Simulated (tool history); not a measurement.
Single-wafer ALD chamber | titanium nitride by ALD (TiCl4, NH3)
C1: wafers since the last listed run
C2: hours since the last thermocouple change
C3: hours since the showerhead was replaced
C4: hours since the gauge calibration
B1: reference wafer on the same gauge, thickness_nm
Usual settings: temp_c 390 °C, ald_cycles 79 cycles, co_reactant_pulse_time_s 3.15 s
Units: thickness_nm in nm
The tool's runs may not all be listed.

{"run": 1, "hour": 0.0, "temp_c": 390, "ald_cycles": 69, "co_reactant_pulse_time_s": 3.15, "C1": 0, "C2": 316.2, "C3": 6965.8, "C4": 1321.4, "B1": 1.52, "thickness_nm": 1.493}
{"run": 2, "hour": 31.3, "temp_c": 390, "ald_cycles": 79, "co_reactant_pulse_time_s": 3.15, "C1": 71, "C2": 347.5, "C3": 6997.1, "C4": 1352.7, "B1": 1.519, "thickness_nm": 1.7}
{"run": 3, "hour": 80.3, "temp_c": 390, "ald_cycles": 79, "co_reactant_pulse_time_s": 2.74, "C1": 111, "C2": 396.5, "C3": 7046.1, "C4": 1401.7, "B1": 1.519, "thickness_nm": 1.697}
{"run": 4, "hour": 129.7, "temp_c": 390, "ald_cycles": 79, "co_reactant_pulse_time_s": 2.74, "C1": 112, "C2": 445.9, "C3": 7095.5, "C4": 1451.1, "B1": 1.521, "thickness_nm": 1.698}
{"run": 5, "hour": 156.2, "temp_c": 390, "ald_cycles": 79, "co_reactant_pulse_time_s": 2.74, "C1": 60, "C2": 472.4, "C3": 7122.0, "C4": 1477.6, "B1": 1.519, "thickness_nm": 1.697}
{"run": 6, "hour": 199.6, "temp_c": 390, "ald_cycles": 79, "co_reactant_pulse_time_s": 3.15, "C1": 98, "C2": 515.8, "C3": 7165.4, "C4": 1521.0, "B1": 1.523, "thickness_nm": 1.71}
{"run": 7, "hour": 244.4, "temp_c": 390, "ald_cycles": 79, "co_reactant_pulse_time_s": 3.15, "C1": 102, "C2": 560.6, "C3": 7210.2, "C4": 1565.8, "B1": 1.52, "thickness_nm": 1.705}
{"run": 8, "hour": 306.4, "temp_c": 390, "ald_cycles": 79, "co_reactant_pulse_time_s": 3.15, "C1": 141, "C2": 622.6, "C3": 7272.2, "C4": 1627.8, "B1": 1.522, "thickness_nm": 1.704}
{"run": 9, "hour": 337.6, "temp_c": 386, "ald_cycles": 79, "co_reactant_pulse_time_s": 3.15, "C1": 71, "C2": 653.8, "C3": 7303.4, "C4": 1659.0, "B1": 1.52, "thickness_nm": 1.703}
{"run": 10, "hour": 400.2, "temp_c": 386, "ald_cycles": 79, "co_reactant_pulse_time_s": 3.15, "C1": 142, "C2": 716.4, "C3": 7366.0, "C4": 1721.6, "B1": 1.52, "thickness_nm": 1.708}
{"run": 11, "hour": 604.3, "temp_c": 390, "ald_cycles": 84, "co_reactant_pulse_time_s": 3.15, "C1": 465, "C2": 920.5, "C3": 7570.1, "C4": 1925.7, "B1": 1.52, "thickness_nm": 1.818}
{"run": 12, "hour": 648.8, "temp_c": 390, "ald_cycles": 84, "co_reactant_pulse_time_s": 3.15, "C1": 101, "C2": 965.0, "C3": 7614.6, "C4": 1970.2, "B1": 1.522, "thickness_nm": 1.815}
{"run": 13, "hour": 720.2, "temp_c": 390, "ald_cycles": 79, "co_reactant_pulse_time_s": 4.1, "C1": 162, "C2": 1036.4, "C3": 7686.0, "C4": 2041.6, "B1": 1.519, "thickness_nm": 1.712}
{"run": 14, "hour": 754.2, "temp_c": 390, "ald_cycles": 79, "co_reactant_pulse_time_s": 4.1, "C1": 77, "C2": 1070.4, "C3": 7720.0, "C4": 2075.6, "B1": 1.519, "thickness_nm": 1.715}
{"hour": 784.6, "done": "showerhead replaced"}
{"run": 15, "hour": 819.9, "temp_c": 390, "ald_cycles": 79, "co_reactant_pulse_time_s": 4.1, "C1": 131, "C2": 1136.1, "C3": 35.3, "C4": 2141.3, "B1": 1.519, "thickness_nm": 1.707}
{"run": 16, "hour": 859.7, "temp_c": 390, "ald_cycles": 79, "co_reactant_pulse_time_s": 3.15, "C1": 90, "C2": 1175.9, "C3": 75.1, "C4": 2181.1, "B1": 1.517, "thickness_nm": 1.712}
{"run": 17, "hour": 905.8, "temp_c": 390, "ald_cycles": 79, "co_reactant_pulse_time_s": 3.15, "C1": 105, "C2": 1222.0, "C3": 121.2, "C4": 2227.2, "B1": 1.521, "thickness_nm": 1.704}
{"run": 18, "hour": 960.4, "temp_c": 390, "ald_cycles": 79, "co_reactant_pulse_time_s": 3.15, "C1": 124, "C2": 1276.6, "C3": 175.8, "C4": 2281.8, "B1": 1.519, "thickness_nm": 1.704}
{"run": 19, "hour": 1001.2, "temp_c": 390, "ald_cycles": 79, "co_reactant_pulse_time_s": 2.69, "C1": 93, "C2": 1317.4, "C3": 216.6, "C4": 2322.6, "B1": 1.521, "thickness_nm": 1.695}
{"run": 20, "hour": 1026.3, "temp_c": 390, "ald_cycles": 74, "co_reactant_pulse_time_s": 2.09, "C1": 57, "C2": 1342.5, "C3": 241.7, "C4": 2347.7, "B1": 1.52, "thickness_nm": 1.579}
{"run": 21, "hour": 1056.1, "temp_c": 390, "ald_cycles": 79, "co_reactant_pulse_time_s": 3.15, "C1": 67, "C2": 1372.3, "C3": 271.5, "C4": 2377.5, "B1": 1.521, "thickness_nm": 1.702}
{"run": 22, "hour": 1085.8, "temp_c": 390, "ald_cycles": 79, "co_reactant_pulse_time_s": 3.15, "C1": 67, "C2": 1402.0, "C3": 301.2, "C4": 2407.2, "B1": 1.519, "thickness_nm": 1.704}
{"hour": 1132.9, "done": "gauge calibrated"}
{"run": 23, "hour": 1155.9, "temp_c": 390, "ald_cycles": 79, "co_reactant_pulse_time_s": 3.15, "C1": 159, "C2": 1472.1, "C3": 371.3, "C4": 23.0, "B1": 1.521, "thickness_nm": 1.709}
{"run": 24, "hour": 1215.8, "temp_c": 390, "ald_cycles": 84, "co_reactant_pulse_time_s": 3.15, "C1": 136, "C2": 1532.0, "C3": 431.2, "C4": 82.9, "B1": 1.521, "thickness_nm": 1.815}
{"run": 25, "hour": 1248.7, "temp_c": 400, "ald_cycles": 79, "co_reactant_pulse_time_s": 3.15, "C1": 75, "C2": 1564.9, "C3": 464.1, "C4": 115.8, "B1": 1.52, "thickness_nm": 1.709}
{"run": 26, "hour": 1299.3, "temp_c": 390, "ald_cycles": 68, "co_reactant_pulse_time_s": 3.15, "C1": 115, "C2": 1615.5, "C3": 514.7, "C4": 166.4, "B1": 1.52, "thickness_nm": 1.46}
{"run": 27, "hour": 1370.5, "temp_c": 376, "ald_cycles": 79, "co_reactant_pulse_time_s": 3.64, "C1": 162, "C2": 1686.7, "C3": 585.9, "C4": 237.6, "B1": 1.521, "thickness_nm": 1.692}
{"run": 28, "hour": 1417.6, "temp_c": 390, "ald_cycles": 79, "co_reactant_pulse_time_s": 3.15, "C1": 107, "C2": 1733.8, "C3": 633.0, "C4": 284.7, "B1": 1.52, "thickness_nm": 1.706}
{"hour": 1471.5, "done": "thermocouple changed; heater temperature recalibrated"}
{"run": 29, "hour": 1479.1, "temp_c": 390, "ald_cycles": 79, "co_reactant_pulse_time_s": 3.15, "C1": 122, "C2": 7.6, "C3": 694.5, "C4": 346.2, "B1": 1.519, "thickness_nm": 1.704}
{"run": 30, "hour": 1522.7, "temp_c": 390, "ald_cycles": 74, "co_reactant_pulse_time_s": 2.09, "C1": 99, "C2": 51.2, "C3": 738.1, "C4": 389.8, "B1": 1.519, "thickness_nm": 1.575}
{"run": 31, "hour": 1587.3, "temp_c": 384, "ald_cycles": 65, "co_reactant_pulse_time_s": 2.22, "C1": 147, "C2": 115.8, "C3": 802.7, "C4": 454.4, "B1": 1.52, "thickness_nm": 1.386}
{"run": 32, "hour": 1656.1, "temp_c": 402, "ald_cycles": 79, "co_reactant_pulse_time_s": 3.15, "C1": 156, "C2": 184.6, "C3": 871.5, "C4": 523.2, "B1": 1.519, "thickness_nm": 1.708}
{"run": 33, "hour": 1685.7, "temp_c": 390, "ald_cycles": 79, "co_reactant_pulse_time_s": 3.15, "C1": 67, "C2": 214.2, "C3": 901.1, "C4": 552.8, "B1": 1.519, "thickness_nm": 1.704}
{"run": 34, "hour": 1734.3, "temp_c": 390, "ald_cycles": 90, "co_reactant_pulse_time_s": 3.15, "C1": 110, "C2": 262.8, "C3": 949.7, "C4": 601.4, "B1": 1.522, "thickness_nm": 1.936}
{"run": 35, "hour": 1805.2, "temp_c": 379, "ald_cycles": 79, "co_reactant_pulse_time_s": 3.15, "C1": 161, "C2": 333.7, "C3": 1020.6, "C4": 672.3, "B1": 1.52, "thickness_nm": 1.695}
{"run": 36, "hour": 1830.1, "temp_c": 395, "ald_cycles": 64, "co_reactant_pulse_time_s": 2.71, "C1": 56, "C2": 358.6, "C3": 1045.5, "C4": 697.2, "B1": 1.518, "thickness_nm": 1.383}
{"run": 37, "hour": 1882.1, "temp_c": 386, "ald_cycles": 79, "co_reactant_pulse_time_s": 3.15, "C1": 118, "C2": 410.6, "C3": 1097.5, "C4": 749.2, "B1": 1.52, "thickness_nm": 1.707}
{"run": 38, "hour": 1916.1, "temp_c": 390, "ald_cycles": 79, "co_reactant_pulse_time_s": 2.44, "C1": 77, "C2": 444.6, "C3": 1131.5, "C4": 783.2, "B1": 1.519, "thickness_nm": 1.69}
{"run": 39, "hour": 1976.6, "temp_c": 382, "ald_cycles": 79, "co_reactant_pulse_time_s": 3.15, "C1": 137, "C2": 505.1, "C3": 1192.0, "C4": 843.7, "B1": 1.521, "thickness_nm": 1.698}

5 ways to go on from here, each from the tool as it stands after run 39. What would each give?
{"run": "A", "hour": 1977.2, "temp_c": 390, "ald_cycles": 79, "co_reactant_pulse_time_s": 2.11, "C1": 1, "C2": 505.7, "C3": 1192.6, "C4": 844.3, "B1": "?", "thickness_nm": "?"}
{"run": "B", "hour": 1977.2, "temp_c": 382, "ald_cycles": 73, "co_reactant_pulse_time_s": 3.15, "C1": 1, "C2": 505.7, "C3": 1192.6, "C4": 844.3, "B1": "?", "thickness_nm": "?"}
{"run": "C", "hour": 1977.2, "temp_c": 395, "ald_cycles": 79, "co_reactant_pulse_time_s": 2.05, "C1": 1, "C2": 505.7, "C3": 1192.6, "C4": 844.3, "B1": "?", "thickness_nm": "?"}
{"run": "D", "hour": 1977.2, "temp_c": 390, "ald_cycles": 89, "co_reactant_pulse_time_s": 2.67, "C1": 1, "C2": 505.7, "C3": 1192.6, "C4": 844.3, "B1": "?", "thickness_nm": "?"}
{"run": "E", "hour": 1977.2, "temp_c": 400, "ald_cycles": 79, "co_reactant_pulse_time_s": 4.02, "C1": 1, "C2": 505.7, "C3": 1192.6, "C4": 844.3, "B1": "?", "thickness_nm": "?"}

run=A B1=1.520 thickness_nm=1.682
run=B B1=1.520 thickness_nm=1.565
run=C B1=1.520 thickness_nm=1.688
run=D B1=1.520 thickness_nm=1.908
run=E B1=1.520 thickness_nm=1.722
Without the tool's hidden state the same runs would have given:
run=A thickness_nm=1.682
run=B thickness_nm=1.565
run=C thickness_nm=1.688
run=D thickness_nm=1.908
run=E thickness_nm=1.722

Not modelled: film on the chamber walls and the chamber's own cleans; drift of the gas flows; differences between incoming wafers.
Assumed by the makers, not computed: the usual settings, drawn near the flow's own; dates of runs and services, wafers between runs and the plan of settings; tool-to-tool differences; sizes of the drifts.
